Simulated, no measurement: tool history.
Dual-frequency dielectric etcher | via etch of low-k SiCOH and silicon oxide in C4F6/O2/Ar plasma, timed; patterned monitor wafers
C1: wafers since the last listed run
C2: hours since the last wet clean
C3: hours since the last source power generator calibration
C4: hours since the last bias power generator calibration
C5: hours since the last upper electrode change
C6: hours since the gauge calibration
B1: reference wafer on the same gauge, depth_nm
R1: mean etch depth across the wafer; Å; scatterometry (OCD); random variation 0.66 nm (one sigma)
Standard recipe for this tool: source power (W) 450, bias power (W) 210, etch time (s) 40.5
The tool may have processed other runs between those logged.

{"run": 1, "hour": 0.0, "source power (W)": 470, "bias power (W)": 210, "etch time (s)": 40.5, "C1": 0, "C2": 0.5, "C3": 2558, "C4": 2248.9, "C5": 1980.6, "C6": 560.3, "B1": 94, "R1": 1135}
{"run": 2, "hour": 21.3, "source power (W)": 450, "bias power (W)": 193, "etch time (s)": 40.5, "C1": 175, "C2": 21.8, "C3": 2579.3, "C4": 2270.2, "C5": 2001.9, "C6": 581.6, "B1": 94, "R1": 1105}
{"run": 3, "hour": 35.9, "source power (W)": 450, "bias power (W)": 193, "etch time (s)": 40.5, "C1": 120, "C2": 36.4, "C3": 2593.9, "C4": 2284.8, "C5": 2016.5, "C6": 596.2, "B1": 93.9, "R1": 1089}
{"run": 4, "hour": 62.0, "source power (W)": 480, "bias power (W)": 189, "etch time (s)": 40.5, "C1": 215, "C2": 62.5, "C3": 2620, "C4": 2310.9, "C5": 2042.6, "C6": 622.3, "B1": 94, "R1": 1113}
{"run": 5, "hour": 77.2, "source power (W)": 480, "bias power (W)": 189, "etch time (s)": 40.5, "C1": 125, "C2": 77.7, "C3": 2635.2, "C4": 2326.1, "C5": 2057.8, "C6": 637.5, "B1": 94, "R1": 1127}
{"run": 6, "hour": 94.5, "source power (W)": 480, "bias power (W)": 189, "etch time (s)": 40.5, "C1": 142, "C2": 95, "C3": 2652.5, "C4": 2343.4, "C5": 2075.1, "C6": 654.8, "B1": 94, "R1": 1118}
{"run": 7, "hour": 121.2, "source power (W)": 420, "bias power (W)": 210, "etch time (s)": 40.5, "C1": 220, "C2": 121.7, "C3": 2679.2, "C4": 2370.1, "C5": 2101.8, "C6": 681.5, "B1": 93.9, "R1": 1121}
{"run": 8, "hour": 142.1, "source power (W)": 490, "bias power (W)": 210, "etch time (s)": 40.5, "C1": 172, "C2": 142.6, "C3": 2700.1, "C4": 2391, "C5": 2122.7, "C6": 702.4, "B1": 94, "R1": 1178}
{"run": 9, "hour": 192.3, "source power (W)": 490, "bias power (W)": 210, "etch time (s)": 40.5, "C1": 414, "C2": 192.8, "C3": 2750.3, "C4": 2441.2, "C5": 2172.9, "C6": 752.6, "B1": 94, "R1": 1179}
{"run": 10, "hour": 214.8, "source power (W)": 490, "bias power (W)": 210, "etch time (s)": 40.5, "C1": 185, "C2": 215.3, "C3": 2772.8, "C4": 2463.7, "C5": 2195.4, "C6": 775.1, "B1": 94, "R1": 1197}
{"run": 11, "hour": 232.5, "source power (W)": 450, "bias power (W)": 210, "etch time (s)": 40.5, "C1": 146, "C2": 233, "C3": 2790.5, "C4": 2481.4, "C5": 2213.1, "C6": 792.8, "B1": 94, "R1": 1158}
{"run": 12, "hour": 249.2, "source power (W)": 450, "bias power (W)": 210, "etch time (s)": 40.5, "C1": 137, "C2": 249.7, "C3": 2807.2, "C4": 2498.1, "C5": 2229.8, "C6": 809.5, "B1": 94.1, "R1": 1162}
{"run": 13, "hour": 280.3, "source power (W)": 450, "bias power (W)": 210, "etch time (s)": 32.5, "C1": 256, "C2": 280.8, "C3": 2838.3, "C4": 2529.2, "C5": 2260.9, "C6": 840.6, "B1": 94, "R1": 933}
{"run": 14, "hour": 295.4, "source power (W)": 510, "bias power (W)": 210, "etch time (s)": 40.5, "C1": 124, "C2": 295.9, "C3": 2853.4, "C4": 2544.3, "C5": 2276, "C6": 855.7, "B1": 93.9, "R1": 1227}
{"run": 15, "hour": 326.9, "source power (W)": 370, "bias power (W)": 189, "etch time (s)": 47, "C1": 260, "C2": 327.4, "C3": 2884.9, "C4": 2575.8, "C5": 2307.5, "C6": 887.2, "B1": 94, "R1": 1220}
{"run": 16, "hour": 355.8, "source power (W)": 450, "bias power (W)": 210, "etch time (s)": 40.5, "C1": 238, "C2": 356.3, "C3": 2913.8, "C4": 2604.7, "C5": 2336.4, "C6": 916.1, "B1": 94, "R1": 1174}
{"run": 17, "hour": 372.5, "source power (W)": 550, "bias power (W)": 179, "etch time (s)": 40.5, "C1": 137, "C2": 373, "C3": 2930.5, "C4": 2621.4, "C5": 2353.1, "C6": 932.8, "B1": 93.9, "R1": 1181}
{"run": 18, "hour": 398.2, "source power (W)": 340, "bias power (W)": 165, "etch time (s)": 40.5, "C1": 212, "C2": 398.7, "C3": 2956.2, "C4": 2647.1, "C5": 2378.8, "C6": 958.5, "B1": 94, "R1": 982}
{"run": 19, "hour": 427.4, "source power (W)": 500, "bias power (W)": 251, "etch time (s)": 40.5, "C1": 241, "C2": 427.9, "C3": 2985.4, "C4": 2676.3, "C5": 2408, "C6": 987.7, "B1": 94, "R1": 1294}
{"hour": 458.6, "done": "gauge calibrated"}
{"hour": 464.3, "done": "bias power generator calibrated"}
{"hour": 469.9, "done": "upper electrode replaced"}
{"run": 20, "hour": 470.4, "source power (W)": 450, "bias power (W)": 210, "etch time (s)": 40.5, "C1": 275, "C2": 470.9, "C3": 3028.4, "C4": 6.1, "C5": 0.5, "C6": 11.8, "B1": 94, "R1": 1197}
{"hour": 476.1, "done": "source power generator calibrated"}
{"run": 21, "hour": 490.2, "source power (W)": 450, "bias power (W)": 210, "etch time (s)": 40.5, "C1": 130, "C2": 490.7, "C3": 14.1, "C4": 25.9, "C5": 20.3, "C6": 31.6, "B1": 93.9, "R1": 1188}
{"hour": 536.3, "done": "wet clean of the chamber"}
{"run": 22, "hour": 536.8, "source power (W)": 480, "bias power (W)": 189, "etch time (s)": 40.5, "C1": 186, "C2": 0.5, "C3": 60.7, "C4": 72.5, "C5": 66.9, "C6": 78.2, "B1": 94.1, "R1": 1106}
{"run": 23, "hour": 537.1, "source power (W)": 540, "bias power (W)": 237, "etch time (s)": 43.5, "C1": 2, "C2": 0.8, "C3": 61, "C4": 72.8, "C5": 67.2, "C6": 78.5, "B1": 94.1, "R1": 1330}
{"run": 24, "hour": 560.9, "source power (W)": 500, "bias power (W)": 195, "etch time (s)": 51, "C1": 196, "C2": 24.6, "C3": 84.8, "C4": 96.6, "C5": 91, "C6": 102.3, "B1": 94.1, "R1": 1428}
{"run": 25, "hour": 595.2, "source power (W)": 490, "bias power (W)": 210, "etch time (s)": 52.5, "C1": 283, "C2": 58.9, "C3": 119.1, "C4": 130.9, "C5": 125.3, "C6": 136.6, "B1": 94.1, "R1": 1496}
{"run": 26, "hour": 613.7, "source power (W)": 450, "bias power (W)": 210, "etch time (s)": 40.5, "C1": 152, "C2": 77.4, "C3": 137.6, "C4": 149.4, "C5": 143.8, "C6": 155.1, "B1": 94.1, "R1": 1130}
{"run": 27, "hour": 714.9, "source power (W)": 450, "bias power (W)": 190, "etch time (s)": 40.5, "C1": 835, "C2": 178.6, "C3": 238.8, "C4": 250.6, "C5": 245, "C6": 256.3, "B1": 94, "R1": 1090}
{"run": 28, "hour": 735.5, "source power (W)": 510, "bias power (W)": 187, "etch time (s)": 28.5, "C1": 170, "C2": 199.2, "C3": 259.4, "C4": 271.2, "C5": 265.6, "C6": 276.9, "B1": 94, "R1": 809}
{"run": 29, "hour": 767.9, "source power (W)": 450, "bias power (W)": 210, "etch time (s)": 40.5, "C1": 267, "C2": 231.6, "C3": 291.8, "C4": 303.6, "C5": 298, "C6": 309.3, "B1": 93.9, "R1": 1144}
{"run": 30, "hour": 800.5, "source power (W)": 450, "bias power (W)": 162, "etch time (s)": 37, "C1": 269, "C2": 264.2, "C3": 324.4, "C4": 336.2, "C5": 330.6, "C6": 341.9, "B1": 93.9, "R1": 954}
{"run": 31, "hour": 813.4, "source power (W)": 450, "bias power (W)": 210, "etch time (s)": 47.5, "C1": 106, "C2": 277.1, "C3": 337.3, "C4": 349.1, "C5": 343.5, "C6": 354.8, "B1": 94, "R1": 1359}

Predict each of these 3 candidate next runs independently; none follows another, all start after run 31:
{"run": "A", "hour": 813.8, "source power (W)": 450, "bias power (W)": 210, "etch time (s)": 40.5, "C1": 3, "C2": 277.5, "C3": 337.7, "C4": 349.5, "C5": 343.9, "C6": 355.2, "B1": "?", "R1": "?"}
{"run": "B", "hour": 813.8, "source power (W)": 450, "bias power (W)": 184, "etch time (s)": 50, "C1": 3, "C2": 277.5, "C3": 337.7, "C4": 349.5, "C5": 343.9, "C6": 355.2, "B1": "?", "R1": "?"}
{"run": "C", "hour": 813.8, "source power (W)": 350, "bias power (W)": 173, "etch time (s)": 40.5, "C1": 3, "C2": 277.5, "C3": 337.7, "C4": 349.5, "C5": 343.9, "C6": 355.2, "B1": "?", "R1": "?"}

run=A B1=94 R1=1144
run=B B1=94 R1=1348
run=C B1=94 R1=982
Without the tool's unlogged condition, the same runs would have read:
run=A R1=1120
run=B R1=1320
run=C R1=961
